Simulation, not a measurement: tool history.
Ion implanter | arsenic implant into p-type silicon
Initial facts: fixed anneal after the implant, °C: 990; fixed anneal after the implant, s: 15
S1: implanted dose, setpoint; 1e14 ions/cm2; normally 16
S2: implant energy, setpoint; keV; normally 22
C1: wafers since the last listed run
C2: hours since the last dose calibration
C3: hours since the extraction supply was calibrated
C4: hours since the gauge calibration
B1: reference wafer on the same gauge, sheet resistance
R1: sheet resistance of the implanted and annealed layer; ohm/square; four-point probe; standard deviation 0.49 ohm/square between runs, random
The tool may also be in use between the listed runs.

run,hour,S1,S2,C1,C2,C3,C4,B1,R1
1,0,16,22,0,668.9,2424.1,1034.8,130.98,113.89
# hour 13.3: Faraday cup replaced and dose calibrated
2,58.6,16,22,573,45.3,2482.7,1093.4,130.86,113.46
3,145.3,16,17,983,132,2569.4,1180.1,131.12,126.58
# hour 192.9: gauge calibrated
4,242.8,16,17,1105,229.5,2666.9,49.9,128.5,123.59
5,337.3,16,22,1071,324,2761.4,144.4,128.93,112.55
6,394.9,16,22,653,381.6,2819,202,129.33,112.18
7,488.8,16,22,1065,475.5,2912.9,295.9,129.72,113.08
8,540.4,18.15,22,585,527.1,2964.5,347.5,129.75,109.39
9,627.9,16,19.5,992,614.6,3052,435,130.08,118.83
# hour 653.5: extraction supply calibrated
10,675.3,16,19.5,446,662,21.8,482.4,130.13,118.99
11,737.3,16,19.5,703,724,83.8,544.4,130.41,119.55
12,805.3,16,22,771,792,151.8,612.4,130.51,112.52
# hour 853.7: Faraday cup replaced and dose calibrated
13,855.8,16,22,482,2.1,202.3,662.9,130.55,113.32
14,919.3,16,22,720,65.6,265.8,726.4,130.77,113.91
15,976.2,16,22,645,122.5,322.7,783.3,130.64,113.4
16,1052.5,13.03,22,865,198.8,399,859.6,130.94,120.29
17,1125.9,16,17.5,832,272.2,472.4,933,131.03,125.33
18,1176.4,16,28,572,322.7,522.9,983.5,131.03,102.16
19,1261.3,16,25.5,962,407.6,607.8,1068.4,131.09,106.44
20,1367.5,16,16,1204,513.8,714,1174.6,131.14,129.01
21,1460.8,12.21,24.5,1058,607.1,807.3,1267.9,131.2,117.21
22,1499.5,12.95,20,438,645.8,846,1306.6,131.16,125.13
23,1551.2,11.39,14.5,586,697.5,897.7,1358.3,131.26,145.14
# hour 1579.3: Faraday cup replaced and dose calibrated
24,1624.4,14.14,16,739,45.1,970.9,1431.5,131.29,132.63
# hour 1625.6: gauge calibrated
25,1675.5,14.53,26.5,579,96.2,1022,49.9,128.07,104.55
26,1760.1,14.14,16,959,180.8,1106.6,134.5,128.6,130.45
27,1803.7,16,22,494,224.4,1150.2,178.1,128.76,112.75
28,1896.7,16,22,1054,317.4,1243.2,271.1,129.26,112.13
29,1940.2,13.71,28,493,360.9,1286.7,314.6,129.45,106.29
30,2036.6,16,22,1093,457.3,1383.1,411,129.73,113.17
31,2114.3,16,19,881,535,1460.8,488.7,129.85,120.95
32,2165.4,12.94,22,579,586.1,1511.9,539.8,130,119.04
33,2228.4,20.33,24.5,714,649.1,1574.9,602.8,130.09,103.26
# hour 2318.7: Faraday cup replaced and dose calibrated
34,2319.5,14.76,19,942,0.8,1666,693.9,130.34,121.55
35,2409.1,19.69,18,1016,90.4,1755.6,783.5,130.42,118.9
36,2468,11.33,24,668,149.3,1814.5,842.4,130.53,122.59

Results per run with the tool's hidden condition removed, run-to-run variation unchanged:
What the log doesn't record here: deviation of the true dose from the Faraday cup's reading, %; deviation of the true energy from its setpoint, %; gauge reads high (%).
run,R1
1,111.33
2,110.87
3,123.65
4,123.12
5,111.67
6,111.07
7,111.64
8,107.84
9,116.92
10,116.96
11,117.38
12,110.37
13,111.07
14,111.56
15,111
16,117.66
17,122.52
18,99.83
19,103.96
20,125.94
21,114.37
22,122.09
23,141.59
24,129.36
25,104.37
26,129.76
27,111.96
28,111.01
29,105.1
30,111.64
31,119.12
32,117.14
33,101.51
34,119.34
35,116.63
36,120.18
